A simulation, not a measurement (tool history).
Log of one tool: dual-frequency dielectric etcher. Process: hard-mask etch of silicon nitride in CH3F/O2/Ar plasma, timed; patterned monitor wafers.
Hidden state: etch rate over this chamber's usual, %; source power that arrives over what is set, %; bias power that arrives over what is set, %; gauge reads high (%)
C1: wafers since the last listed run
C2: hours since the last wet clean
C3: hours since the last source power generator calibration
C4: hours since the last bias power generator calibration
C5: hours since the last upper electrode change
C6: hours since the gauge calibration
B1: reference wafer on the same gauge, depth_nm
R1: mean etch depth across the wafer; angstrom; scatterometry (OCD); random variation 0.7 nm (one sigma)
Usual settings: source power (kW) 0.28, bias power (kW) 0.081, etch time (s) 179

{"run": 1, "hour": 0.0, "source power (kW)": 0.28, "bias power (kW)": 0.081, "etch time (s)": 179, "C1": 0, "C2": 223.8, "C3": 321.7, "C4": 3440.1, "C5": 4827.5, "C6": 783.1, "B1": 128.1, "R1": 1185}
{"run": 2, "hour": 57.7, "source power (kW)": 0.28, "bias power (kW)": 0.081, "etch time (s)": 179, "C1": 294, "C2": 281.5, "C3": 379.4, "C4": 3497.8, "C5": 4885.2, "C6": 840.8, "B1": 128.3, "R1": 1200}
{"hour": 112.1, "done": "upper electrode replaced"}
{"run": 3, "hour": 127.0, "source power (kW)": 0.28, "bias power (kW)": 0.081, "etch time (s)": 179, "C1": 231, "C2": 350.8, "C3": 448.7, "C4": 3567.1, "C5": 14.9, "C6": 910.1, "B1": 128.4, "R1": 1191}
{"run": 4, "hour": 197.8, "source power (kW)": 0.28, "bias power (kW)": 0.081, "etch time (s)": 179, "C1": 361, "C2": 421.6, "C3": 519.5, "C4": 3637.9, "C5": 85.7, "C6": 980.9, "B1": 128.8, "R1": 1194}
{"run": 5, "hour": 226.2, "source power (kW)": 0.28, "bias power (kW)": 0.081, "etch time (s)": 179, "C1": 145, "C2": 450, "C3": 547.9, "C4": 3666.3, "C5": 114.1, "C6": 1009.3, "B1": 128.9, "R1": 1189}
{"run": 6, "hour": 258.7, "source power (kW)": 0.28, "bias power (kW)": 0.081, "etch time (s)": 179, "C1": 166, "C2": 482.5, "C3": 580.4, "C4": 3698.8, "C5": 146.6, "C6": 1041.8, "B1": 129.3, "R1": 1199}
{"hour": 317.5, "done": "wet clean of the chamber"}
{"run": 7, "hour": 318.0, "source power (kW)": 0.28, "bias power (kW)": 0.081, "etch time (s)": 179, "C1": 180, "C2": 0.5, "C3": 639.7, "C4": 3758.1, "C5": 205.9, "C6": 1101.1, "B1": 129.5, "R1": 1198}
{"run": 8, "hour": 350.2, "source power (kW)": 0.28, "bias power (kW)": 0.081, "etch time (s)": 179, "C1": 164, "C2": 32.7, "C3": 671.9, "C4": 3790.3, "C5": 238.1, "C6": 1133.3, "B1": 129.5, "R1": 1186}
{"run": 9, "hour": 394.6, "source power (kW)": 0.28, "bias power (kW)": 0.081, "etch time (s)": 179, "C1": 226, "C2": 77.1, "C3": 716.3, "C4": 3834.7, "C5": 282.5, "C6": 1177.7, "B1": 129.7, "R1": 1204}
{"run": 10, "hour": 451.4, "source power (kW)": 0.28, "bias power (kW)": 0.081, "etch time (s)": 179, "C1": 290, "C2": 133.9, "C3": 773.1, "C4": 3891.5, "C5": 339.3, "C6": 1234.5, "B1": 130, "R1": 1223}
{"hour": 462.4, "done": "bias power generator calibrated"}
{"hour": 477.2, "done": "gauge calibrated"}
{"run": 11, "hour": 493.7, "source power (kW)": 0.28, "bias power (kW)": 0.094, "etch time (s)": 179, "C1": 195, "C2": 176.2, "C3": 815.4, "C4": 31.3, "C5": 381.6, "C6": 16.5, "B1": 126.8, "R1": 1225}
{"run": 12, "hour": 522.5, "source power (kW)": 0.35, "bias power (kW)": 0.081, "etch time (s)": 192.5, "C1": 147, "C2": 205, "C3": 844.2, "C4": 60.1, "C5": 410.4, "C6": 45.3, "B1": 127, "R1": 1362}
{"run": 13, "hour": 588.5, "source power (kW)": 0.31, "bias power (kW)": 0.063, "etch time (s)": 179, "C1": 337, "C2": 271, "C3": 910.2, "C4": 126.1, "C5": 476.4, "C6": 111.3, "B1": 126.8, "R1": 1123}
{"run": 14, "hour": 656.6, "source power (kW)": 0.22, "bias power (kW)": 0.081, "etch time (s)": 221, "C1": 347, "C2": 339.1, "C3": 978.3, "C4": 194.2, "C5": 544.5, "C6": 179.4, "B1": 126.7, "R1": 1365}
{"run": 15, "hour": 681.9, "source power (kW)": 0.28, "bias power (kW)": 0.099, "etch time (s)": 179, "C1": 129, "C2": 364.4, "C3": 1003.6, "C4": 219.5, "C5": 569.8, "C6": 204.7, "B1": 127, "R1": 1235}
{"run": 16, "hour": 733.8, "source power (kW)": 0.22, "bias power (kW)": 0.081, "etch time (s)": 221, "C1": 265, "C2": 416.3, "C3": 1055.5, "C4": 271.4, "C5": 621.7, "C6": 256.6, "B1": 126.7, "R1": 1360}
{"run": 17, "hour": 765.8, "source power (kW)": 0.32, "bias power (kW)": 0.064, "etch time (s)": 227, "C1": 163, "C2": 448.3, "C3": 1087.5, "C4": 303.4, "C5": 653.7, "C6": 288.6, "B1": 126.8, "R1": 1462}
{"hour": 798.0, "done": "wet clean of the chamber"}
{"run": 18, "hour": 798.5, "source power (kW)": 0.28, "bias power (kW)": 0.073, "etch time (s)": 208, "C1": 44, "C2": 0.5, "C3": 1120.2, "C4": 336.1, "C5": 686.4, "C6": 321.3, "B1": 126.8, "R1": 1330}
{"run": 19, "hour": 833.5, "source power (kW)": 0.34, "bias power (kW)": 0.088, "etch time (s)": 143.5, "C1": 178, "C2": 35.5, "C3": 1155.2, "C4": 371.1, "C5": 721.4, "C6": 356.3, "B1": 127.1, "R1": 1023}
{"run": 20, "hour": 867.9, "source power (kW)": 0.22, "bias power (kW)": 0.092, "etch time (s)": 156, "C1": 175, "C2": 69.9, "C3": 1189.6, "C4": 405.5, "C5": 755.8, "C6": 390.7, "B1": 127.3, "R1": 997}
{"run": 21, "hour": 902.8, "source power (kW)": 0.28, "bias power (kW)": 0.088, "etch time (s)": 179, "C1": 178, "C2": 104.8, "C3": 1224.5, "C4": 440.4, "C5": 790.7, "C6": 425.6, "B1": 127.2, "R1": 1197}
{"run": 22, "hour": 968.8, "source power (kW)": 0.31, "bias power (kW)": 0.064, "etch time (s)": 133.5, "C1": 337, "C2": 170.8, "C3": 1290.5, "C4": 506.4, "C5": 856.7, "C6": 491.6, "B1": 127.1, "R1": 846}
{"run": 23, "hour": 1004.9, "source power (kW)": 0.28, "bias power (kW)": 0.081, "etch time (s)": 179, "C1": 184, "C2": 206.9, "C3": 1326.6, "C4": 542.5, "C5": 892.8, "C6": 527.7, "B1": 127.2, "R1": 1187}
{"run": 24, "hour": 1030.0, "source power (kW)": 0.25, "bias power (kW)": 0.095, "etch time (s)": 154, "C1": 128, "C2": 232, "C3": 1351.7, "C4": 567.6, "C5": 917.9, "C6": 552.8, "B1": 127.8, "R1": 1036}
{"run": 25, "hour": 1064.5, "source power (kW)": 0.3, "bias power (kW)": 0.081, "etch time (s)": 179, "C1": 176, "C2": 266.5, "C3": 1386.2, "C4": 602.1, "C5": 952.4, "C6": 587.3, "B1": 127.4, "R1": 1198}
{"run": 26, "hour": 1120.7, "source power (kW)": 0.28, "bias power (kW)": 0.089, "etch time (s)": 179, "C1": 287, "C2": 322.7, "C3": 1442.4, "C4": 658.3, "C5": 1008.6, "C6": 643.5, "B1": 127.7, "R1": 1206}
{"run": 27, "hour": 1168.1, "source power (kW)": 0.28, "bias power (kW)": 0.081, "etch time (s)": 139.5, "C1": 242, "C2": 370.1, "C3": 1489.8, "C4": 705.7, "C5": 1056, "C6": 690.9, "B1": 127.7, "R1": 930}
{"run": 28, "hour": 1194.4, "source power (kW)": 0.28, "bias power (kW)": 0.081, "etch time (s)": 194.5, "C1": 134, "C2": 396.4, "C3": 1516.1, "C4": 732, "C5": 1082.3, "C6": 717.2, "B1": 127.8, "R1": 1289}
{"run": 29, "hour": 1231.2, "source power (kW)": 0.3, "bias power (kW)": 0.097, "etch time (s)": 217, "C1": 188, "C2": 433.2, "C3": 1552.9, "C4": 768.8, "C5": 1119.1, "C6": 754, "B1": 127.9, "R1": 1541}
{"run": 30, "hour": 1263.0, "source power (kW)": 0.32, "bias power (kW)": 0.065, "etch time (s)": 147.5, "C1": 162, "C2": 465, "C3": 1584.7, "C4": 800.6, "C5": 1150.9, "C6": 785.8, "B1": 128.1, "R1": 956}
{"run": 31, "hour": 1291.0, "source power (kW)": 0.28, "bias power (kW)": 0.081, "etch time (s)": 198.5, "C1": 143, "C2": 493, "C3": 1612.7, "C4": 828.6, "C5": 1178.9, "C6": 813.8, "B1": 128.2, "R1": 1327}

3 ways to go on from here, each from the tool as it stands after run 31. What would each give?
{"run": "A", "hour": 1291.5, "source power (kW)": 0.28, "bias power (kW)": 0.081, "etch time (s)": 179, "C1": 2, "C2": 493.5, "C3": 1613.2, "C4": 829.1, "C5": 1179.4, "C6": 814.3, "B1": "?", "R1": "?"}
{"run": "B", "hour": 1291.5, "source power (kW)": 0.28, "bias power (kW)": 0.081, "etch time (s)": 145.5, "C1": 2, "C2": 493.5, "C3": 1613.2, "C4": 829.1, "C5": 1179.4, "C6": 814.3, "B1": "?", "R1": "?"}
{"run": "C", "hour": 1291.5, "source power (kW)": 0.31, "bias power (kW)": 0.068, "etch time (s)": 159, "C1": 2, "C2": 493.5, "C3": 1613.2, "C4": 829.1, "C5": 1179.4, "C6": 814.3, "B1": "?", "R1": "?"}

run=A B1=128.2 R1=1190
run=B B1=128.2 R1=967
run=C B1=128.2 R1=1037
Without the tool's hidden state the same runs would have given:
run=A R1=1169
run=B R1=950
run=C R1=1019

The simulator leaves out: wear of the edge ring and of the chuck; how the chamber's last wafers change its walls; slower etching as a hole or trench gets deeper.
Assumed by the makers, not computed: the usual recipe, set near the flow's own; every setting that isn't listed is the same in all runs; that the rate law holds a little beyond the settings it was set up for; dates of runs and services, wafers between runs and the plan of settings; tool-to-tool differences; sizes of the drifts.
